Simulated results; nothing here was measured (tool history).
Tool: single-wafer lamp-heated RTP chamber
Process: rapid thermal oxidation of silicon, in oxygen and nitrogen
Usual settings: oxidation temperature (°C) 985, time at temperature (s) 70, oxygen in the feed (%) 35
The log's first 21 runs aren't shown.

| run | day | oxidation temperature (°C) | time at temperature (s) | oxygen in the feed (%) | read-back reference wafer on the same gauge, thickness | oxide thickness on the monitor wafer (nm) |
|---|---|---|---|---|---|---|
| 22 | 39.108 | 958 | 60 | 17 | 4.419 | 2.663 |
| 23 | 40.871 | 957 | 70 | 17 | 4.429 | 2.751 |
|  | 41.229 | pyrometer window cleaned and pyrometer calibrated |
|  | 42.175 | oxygen flow controller replaced |
| 24 | 43.788 | 1014 | 100 | 17 | 4.413 | 4.236 |
| 25 | 44.971 | 960 | 54 | 48 | 4.417 | 3.238 |
| 26 | 46.938 | 999 | 83 | 46 | 4.41 | 4.95 |
| 27 | 48.029 | 985 | 70 | 63 | 4.417 | 4.668 |
| 28 | 49.629 | 1015 | 45 | 49 | 4.416 | 4.407 |
|  | 51.312 | pyrometer window cleaned and pyrometer calibrated |
| 29 | 52.683 | 985 | 104 | 35 | 4.41 | 4.436 |
| 30 | 53.733 | 994 | 39 | 45 | 4.427 | 3.411 |
| 31 | 58.983 | 985 | 70 | 35 | 4.42 | 3.844 |

3 ways to go on from here, each from the tool as it stands after run 31. What would each give?
| A | 59 | 985 | 70 | 17 | ? | ? |
| B | 59 | 965 | 70 | 35 | ? | ? |
| C | 59 | 985 | 83 | 17 | ? | ? |

| run | read-back reference wafer on the same gauge, thickness | oxide thickness on the monitor wafer (nm) |
|---|---|---|
| A | 4.415 | 3.13 |
| B | 4.415 | 3.37 |
| C | 4.415 | 3.322 |
Without the tool's hidden state the same runs would have given:
| run | oxide thickness on the monitor wafer (nm) |
|---|---|
| A | 3.039 |
| B | 3.259 |
| C | 3.22 |

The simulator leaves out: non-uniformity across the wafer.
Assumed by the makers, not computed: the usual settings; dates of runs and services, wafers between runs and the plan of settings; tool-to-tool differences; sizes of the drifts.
